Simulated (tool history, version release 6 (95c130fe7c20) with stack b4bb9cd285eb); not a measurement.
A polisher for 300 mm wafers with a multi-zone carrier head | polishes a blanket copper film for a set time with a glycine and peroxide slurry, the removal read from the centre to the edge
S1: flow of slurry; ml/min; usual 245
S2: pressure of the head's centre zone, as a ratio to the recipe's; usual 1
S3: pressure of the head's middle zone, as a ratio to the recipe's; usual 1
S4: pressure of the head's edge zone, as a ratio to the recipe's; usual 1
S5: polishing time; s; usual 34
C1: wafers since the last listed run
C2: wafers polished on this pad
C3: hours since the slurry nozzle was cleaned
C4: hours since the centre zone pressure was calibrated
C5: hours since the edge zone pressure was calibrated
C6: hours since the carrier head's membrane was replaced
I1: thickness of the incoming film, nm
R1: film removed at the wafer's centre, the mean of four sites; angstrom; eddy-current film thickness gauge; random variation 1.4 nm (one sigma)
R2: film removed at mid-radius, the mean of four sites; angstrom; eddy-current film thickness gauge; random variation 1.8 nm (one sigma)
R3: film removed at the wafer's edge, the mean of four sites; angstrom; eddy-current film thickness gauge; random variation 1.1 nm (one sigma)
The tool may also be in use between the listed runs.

run,hour,S1,S2,S3,S4,S5,C1,C2,C3,C4,C5,C6,I1,R1,R2,R3
1,0,245,1,1,1,34,0,350,484,1206.9,513,829.3,1255.4,1741,1728,1750
# hour 8.8: carrier head's membrane replaced by a new one
2,9.4,245,1,1,1,34,50,401,493.4,1216.3,522.4,0.6,1230.7,1769,1732,1741
3,22.5,245,1,1,1,34,151,553,506.5,1229.4,535.5,13.7,1235.3,1748,1677,1741
4,34.2,245,1,1,1,34,135,688,518.2,1241.1,547.2,25.4,1229.3,1768,1727,1728
# hour 56.6: worn pad replaced by a new one
5,77.6,245,1,1,1,34,455,242,561.6,1284.5,590.6,68.8,1253.5,1755,1717,1728
6,93.5,245,1,1,1,34,183,426,577.5,1300.4,606.5,84.7,1242.8,1762,1701,1751
7,103.1,245,1,1,1,34,111,537,587.1,1310,616.1,94.3,1232.9,1793,1714,1721
8,117.6,245,1,1,1,34,167,705,601.6,1324.5,630.6,108.8,1249.8,1776,1717,1760
9,125,245,1,1,1,34,85,791,609,1331.9,638,116.2,1258.5,1751,1730,1742
10,137.1,275,1.05,1,0.96,28,139,931,621.1,1344,650.1,128.3,1236.3,1558,1423,1434
# hour 146.5: worn pad replaced by a new one
# hour 148.3: centre zone pressure recalibrated
11,148.8,245,1,1,1,34,67,5,632.8,0.5,661.8,140,1241.6,1610,1695,1737
12,160.5,245,0.89,1,1,27,135,141,644.5,12.2,673.5,151.7,1223.6,1139,1368,1391
# hour 164.8: slurry nozzle cleaned
13,170.9,175,0.94,0.89,1,40,108,249,6.1,22.6,683.9,162.1,1256.6,1857,1903,2095
# hour 176.5: edge zone pressure recalibrated
14,180.6,245,1,1,1,34,89,338,15.8,32.3,4.1,171.8,1235.4,1755,1836,1837
15,192,310,1,1,1.04,34,131,470,27.2,43.7,15.5,183.2,1255.8,1774,1870,1886
16,205.8,245,1,1,1,34,159,630,41,57.5,29.3,197,1251.2,1748,1818,1806
17,221.6,245,1,1,1.04,34,182,813,56.8,73.3,45.1,212.8,1244.9,1738,1830,1859
18,228.7,245,1.05,1.05,1.05,39,82,895,63.9,80.4,52.2,219.9,1237.9,2077,2212,2124
# hour 235.3: worn pad replaced by a new one
19,239.7,245,1,1,0.96,34,80,51,74.9,91.4,63.2,230.9,1226,1712,1774,1778
20,252.2,245,1,1,1,34,144,195,87.4,103.9,75.7,243.4,1244.6,1718,1811,1832
21,262.1,245,1,1,1,42,114,310,97.3,113.8,85.6,253.3,1240,2135,2238,2226
22,279.6,220,1,1,1.09,34,202,512,114.8,131.3,103.1,270.8,1251.4,1688,1764,1870
23,287.2,295,0.92,1,1,44,87,600,122.4,138.9,110.7,278.4,1235,2140,2401,2395

What the log doesn't show, run by run:
removal rate lost through wear of the pad, %: 0 in every run
deviation of the edge zone's pressure from its setpoint, %: 0 in every run
H1: slurry flow missing at the pad, %
H2: deviation of the centre zone's pressure from its setpoint, %
run,H1,H2
1,47.5,7.76
2,47.7,7.84
3,47.9,7.95
4,48.1,8.05
5,48.8,8.43
6,49,8.57
7,49.1,8.65
8,49.2,8.78
9,49.3,8.84
10,49.4,8.95
11,49.6,-2.6
12,49.7,-2.5
13,2.15,-2.41
14,4.03,-2.33
15,6.13,-2.23
16,8.53,-2.11
17,11.1,-1.97
18,12.2,-1.91
19,13.8,-1.81
20,15.5,-1.71
21,16.8,-1.62
22,18.9,-1.47
23,19.8,-1.4
